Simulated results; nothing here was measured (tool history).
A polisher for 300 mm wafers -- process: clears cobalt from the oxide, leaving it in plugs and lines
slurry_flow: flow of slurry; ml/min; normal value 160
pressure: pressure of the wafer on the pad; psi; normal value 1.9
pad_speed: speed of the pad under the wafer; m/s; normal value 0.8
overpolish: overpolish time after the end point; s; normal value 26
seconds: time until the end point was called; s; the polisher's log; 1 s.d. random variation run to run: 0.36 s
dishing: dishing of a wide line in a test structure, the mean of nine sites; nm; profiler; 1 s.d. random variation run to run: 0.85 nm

| run | hour | slurry_flow | pressure | pad_speed | overpolish | incoming thickness of the incoming film, nm | seconds | dishing |
|---|---|---|---|---|---|---|---|---|
| 1 | 0 | 160 | 1.9 | 0.8 | 33 | 179.6 | 50.2 | 63.1 |
| 2 | 8.4 | 160 | 1.9 | 0.8 | 33 | 182.2 | 50.6 | 63.9 |
| 3 | 22.4 | 160 | 1.9 | 0.8 | 33 | 179.6 | 50.7 | 64.6 |
| 4 | 29.7 | 195 | 1.4 | 0.8 | 26 | 182.1 | 66.9 | 48.4 |
| 5 | 45.7 | 195 | 1.4 | 0.8 | 26 | 180 | 67.4 | 48.3 |
| 6 | 55.7 | 195 | 1.4 | 0.8 | 26 | 181.6 | 68.9 | 47.6 |
| 7 | 70.4 | 160 | 1.9 | 0.9 | 26 | 179 | 45.2 | 60 |
| 8 | 87.9 | 160 | 1.9 | 0.9 | 26 | 180.3 | 45.5 | 59 |
| 9 | 105 | 160 | 1.9 | 0.9 | 26 | 180.1 | 46.3 | 61 |
| 10 | 121 | 160 | 1.9 | 0.96 | 26 | 177.7 | 42.2 | 63.5 |
| 11 | 129.2 | 160 | 1.9 | 0.96 | 26 | 176.3 | 42.2 | 61.7 |
|  | 136.3 | slurry nozzle cleaned |
| 12 | 138.1 | 160 | 1.9 | 0.96 | 26 | 177.7 | 43.1 | 60.6 |
| 13 | 146.7 | 160 | 2.4 | 0.8 | 26 | 180.5 | 41.2 | 62.8 |
| 14 | 164.5 | 160 | 1.9 | 0.92 | 26 | 177.9 | 44.7 | 58.7 |
| 15 | 174.7 | 160 | 1.7 | 0.72 | 26 | 178.3 | 65 | 48.2 |
| 16 | 181.6 | 110 | 2.1 | 0.62 | 38 | 179.8 | 67.7 | 60.1 |
|  | 187.1 | worn pad replaced by a new one |
| 17 | 189.3 | 140 | 1.9 | 0.92 | 16 | 180 | 47.3 | 44.1 |
| 18 | 204.7 | 160 | 1.9 | 0.8 | 33 | 178 | 52.9 | 62.1 |
| 19 | 221.7 | 125 | 1.9 | 0.8 | 34 | 176 | 55.4 | 61.6 |
|  | 236.3 | head pressure recalibrated |
| 20 | 236.8 | 130 | 1.3 | 0.72 | 36 | 178.2 | 74.9 | 53.3 |
| 21 | 253.1 | 160 | 1.9 | 0.8 | 26 | 181.3 | 45.4 | 58.8 |
| 22 | 260.4 | 160 | 1.9 | 0.8 | 17 | 180.6 | 45.9 | 47.2 |
| 23 | 274.9 | 160 | 1.9 | 1.08 | 38 | 179.4 | 33.7 | 77.2 |
| 24 | 288.5 | 160 | 1.9 | 0.8 | 26 | 182.5 | 47 | 60.5 |
| 25 | 300.3 | 160 | 1.9 | 0.8 | 26 | 179.3 | 45.3 | 61.1 |
| 26 | 314.9 | 185 | 1.9 | 0.9 | 26 | 182.9 | 39.9 | 63.6 |
| 27 | 324 | 160 | 1.9 | 0.6 | 26 | 178.7 | 60.4 | 51.3 |

Consider 4 possible next runs. They are alternatives, not a sequence: every one starts from the tool as it was left by run 27. What does each give?
| A | 324.5 | 160 | 1.4 | 0.8 | 26 | 183.4 | ? | ? |
| B | 324.5 | 160 | 1.9 | 0.8 | 36 | 183.4 | ? | ? |
| C | 324.5 | 160 | 1.9 | 1.08 | 36 | 183.4 | ? | ? |
| D | 324.5 | 190 | 1.9 | 0.92 | 26 | 183.4 | ? | ? |

| run | seconds | dishing |
|---|---|---|
| A | 64.4 | 49.6 |
| B | 47.4 | 68.4 |
| C | 35.1 | 75.2 |
| D | 40.1 | 63.8 |
Stripped of hidden state, with their random variation kept, the same runs would have yielded:
| run | seconds | dishing |
|---|---|---|
| A | 63.4 | 50 |
| B | 46.7 | 68.8 |
| C | 34.6 | 75.5 |
| D | 39.5 | 64.3 |
